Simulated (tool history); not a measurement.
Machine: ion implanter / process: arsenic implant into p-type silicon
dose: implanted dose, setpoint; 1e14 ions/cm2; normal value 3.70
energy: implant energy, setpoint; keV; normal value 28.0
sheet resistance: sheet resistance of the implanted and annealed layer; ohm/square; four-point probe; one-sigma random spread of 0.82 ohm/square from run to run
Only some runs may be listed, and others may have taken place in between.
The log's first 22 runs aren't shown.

run	hour	dose	energy	wafers since the last listed run	hours since the last dose calibration	hours since the extraction supply was calibrated	hours since the gauge calibration	read-back reference wafer on the same gauge, sheet resistance	sheet resistance
# hour 299.9: extraction supply calibrated
23	300.4	3.70	28.0	65	132.5	0.5	151.7	256.97	250.73
24	300.7	4.04	28.0	3	132.8	0.8	152.0	257.16	234.76
25	315.9	3.06	21.0	191	148.0	16.0	167.2	256.84	298.84
26	322.2	4.05	28.0	79	154.3	22.3	173.5	257.33	233.45
27	330.6	2.75	28.0	105	162.7	30.7	181.9	256.96	311.17
28	342.8	3.29	28.0	153	174.9	42.9	194.1	257.03	272.88
29	351.2	3.98	28.0	105	183.3	51.3	202.5	257.15	235.55
30	363.8	2.99	23.5	158	195.9	63.9	215.1	256.78	297.86
31	370.3	2.99	28.0	82	202.4	70.4	221.6	256.88	289.92

Predict the results of run 32:
32	386.4	3.70	28.0	203	218.5	86.5	237.7	?	?

{"run 32": {"read-back reference wafer on the same gauge, sheet resistance": 256.78, "sheet resistance": 247.95}}
Take away the tool's hidden state, keep the run-to-run variation as it was, and the same run would have given sheet resistance 251.55 ohm/square.
